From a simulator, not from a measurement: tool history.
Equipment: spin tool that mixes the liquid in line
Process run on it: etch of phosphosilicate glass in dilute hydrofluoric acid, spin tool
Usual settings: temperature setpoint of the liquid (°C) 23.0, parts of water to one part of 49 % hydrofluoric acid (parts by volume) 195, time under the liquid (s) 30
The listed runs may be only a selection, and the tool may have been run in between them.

| run | hour | temperature setpoint of the liquid (°C) | parts of water to one part of 49 % hydrofluoric acid (parts by volume) | time under the liquid (s) | read-back film thickness of the phosphosilicate glass reference wafer, read on the same gauge (nm) | thickness taken off the phosphosilicate glass on a monitor wafer (Å) |
|---|---|---|---|---|---|---|
| 1 | 0.0 | 23.0 | 195 | 45 | 50.02 | 247.0 |
| 2 | 10.4 | 23.0 | 195 | 30 | 49.98 | 165.3 |
| 3 | 20.0 | 23.0 | 195 | 30 | 50.00 | 164.8 |
| 4 | 34.8 | 23.0 | 195 | 15 | 50.01 | 82.5 |
| 5 | 47.2 | 23.0 | 195 | 30 | 50.00 | 165.0 |
| 6 | 54.3 | 23.0 | 195 | 30 | 50.01 | 164.8 |
| 7 | 89.1 | 23.0 | 195 | 30 | 49.98 | 165.2 |
|  | 90.5 | thermometer replaced |
| 8 | 100.2 | 23.0 | 195 | 30 | 50.01 | 184.3 |
|  | 104.9 | gauge calibrated |
| 9 | 110.2 | 23.0 | 160 | 20 | 49.99 | 154.5 |
| 10 | 121.8 | 23.0 | 275 | 25 | 50.04 | 101.1 |
|  | 130.3 | hydrofluoric acid flow meter replaced |
| 11 | 137.3 | 19.0 | 260 | 20 | 49.97 | 64.7 |
| 12 | 150.6 | 23.0 | 195 | 30 | 49.99 | 159.7 |
| 13 | 186.8 | 18.5 | 195 | 30 | 50.00 | 134.9 |
| 14 | 204.0 | 19.0 | 195 | 40 | 49.99 | 184.0 |

Branching from run 14: 4 alternative next runs. What would each branch give?
| A | 204.4 | 26.5 | 195 | 30 | ? | ? |
| B | 204.4 | 20.5 | 285 | 45 | ? | ? |
| C | 204.4 | 20.5 | 195 | 15 | ? | ? |
| D | 204.4 | 23.0 | 295 | 30 | ? | ? |

| run | read-back film thickness of the phosphosilicate glass reference wafer, read on the same gauge (nm) | thickness taken off the phosphosilicate glass on a monitor wafer (Å) |
|---|---|---|
| A | 49.99 | 182.7 |
| B | 49.99 | 137.6 |
| C | 49.99 | 73.0 |
| D | 49.99 | 96.1 |
Take away the tool's hidden state, keep each run's random variation, and the runs would have read:
| run | thickness taken off the phosphosilicate glass on a monitor wafer (Å) |
|---|---|
| A | 182.2 |
| B | 137.2 |
| C | 72.8 |
| D | 95.7 |
